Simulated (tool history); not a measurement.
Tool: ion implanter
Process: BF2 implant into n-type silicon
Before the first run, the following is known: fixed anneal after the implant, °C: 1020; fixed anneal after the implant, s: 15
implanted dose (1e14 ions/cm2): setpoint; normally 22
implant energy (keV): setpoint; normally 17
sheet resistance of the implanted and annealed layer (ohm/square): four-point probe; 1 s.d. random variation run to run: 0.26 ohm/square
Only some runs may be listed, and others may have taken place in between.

| run | hour | implanted dose (1e14 ions/cm2) | implant energy (keV) | read-back reference wafer on the same gauge, sheet resistance | sheet resistance of the implanted and annealed layer (ohm/square) |
|---|---|---|---|---|---|
| 1 | 0 | 22 | 17 | 183.68 | 175.77 |
| 2 | 8.7 | 22 | 17 | 183.72 | 174.63 |
| 3 | 22.1 | 22 | 17 | 183.68 | 175.28 |
| 4 | 30.9 | 22 | 17 | 183.71 | 175.3 |
| 5 | 39.7 | 22 | 17 | 183.84 | 175.42 |
| 6 | 50.5 | 22 | 17 | 183.8 | 175.22 |
| 7 | 61.3 | 22 | 17 | 183.91 | 175.37 |
| 8 | 70.7 | 22 | 17 | 184.02 | 175.36 |
| 9 | 81.7 | 19.13 | 12.5 | 183.96 | 198.98 |
| 10 | 99.1 | 19.13 | 12.5 | 184.03 | 198.48 |
| 11 | 113.5 | 22 | 17 | 184.16 | 175.58 |
| 12 | 143.6 | 22 | 17 | 184.29 | 175.9 |
| 13 | 151.4 | 22 | 17 | 184.24 | 176.11 |
| 14 | 168.6 | 22 | 17 | 184.4 | 175.72 |
| 15 | 177.4 | 22 | 17 | 184.31 | 176.43 |
| 16 | 187.3 | 22 | 17 | 184.35 | 176.06 |
| 17 | 221.5 | 22 | 17 | 184.56 | 175.61 |
| 18 | 232.4 | 22 | 17 | 184.69 | 176.58 |
| 19 | 239.4 | 18.92 | 13.5 | 184.71 | 194.42 |
| 20 | 250.8 | 22 | 21 | 184.67 | 160.58 |
| 21 | 265.8 | 22 | 17 | 183.08 | 175.04 |
| 22 | 274.2 | 26.31 | 13 | 183.13 | 191.34 |
| 23 | 308.2 | 25.48 | 12 | 183.07 | 197.12 |
| 24 | 320.7 | 17.29 | 22 | 183.15 | 160.29 |
| 25 | 353.9 | 22 | 17 | 183.11 | 174.52 |
| 26 | 367 | 22 | 19 | 183.15 | 167.45 |
| 27 | 374.8 | 25.04 | 19.5 | 183.13 | 163.48 |
| 28 | 387.7 | 17.28 | 21 | 183.15 | 163.65 |
| 29 | 399.2 | 22 | 14.5 | 183.18 | 185.99 |
| 30 | 413.8 | 18.14 | 14.5 | 183.12 | 188.36 |
| 31 | 429.5 | 25.04 | 19.5 | 183.27 | 163.65 |
| 32 | 439.9 | 22 | 17 | 183.2 | 174.98 |
| 33 | 447.8 | 27.09 | 13.5 | 183.2 | 188.62 |
| 34 | 464.9 | 22 | 20.5 | 183.22 | 161.96 |
| 35 | 474.9 | 22 | 22.5 | 183.26 | 155.13 |
| 36 | 491.1 | 25.37 | 15.5 | 183.33 | 179.39 |
| 37 | 500.1 | 22 | 21 | 183.36 | 159.87 |

Taken out of this log: 3 entries between the listed runs. Where each belongs, and how the hidden state differs across it:
Runs 19 to 20: extraction supply calibrated (hour 248.1)
  gauge reads high (%): 0.913 -> 0.945
  what was measured, less what the result would be without the hidden state, sheet resistance of the implanted and annealed layer (ohm/square): +1.76 -> +1.5
Runs 20 to 21: gauge calibrated (hour 258.1)
  gauge reads high (%): 0.945 -> 0.0419
  what was measured, less what the result would be without the hidden state, sheet resistance of the implanted and annealed layer (ohm/square): +1.5 -> +0.08
Runs 22 to 23: Faraday cup replaced and dose calibrated (hour 284.8)
  gauge reads high (%): 0.0423 -> 0.0473
  what was measured, less what the result would be without the hidden state, sheet resistance of the implanted and annealed layer (ohm/square): +0.08 -> +0.09
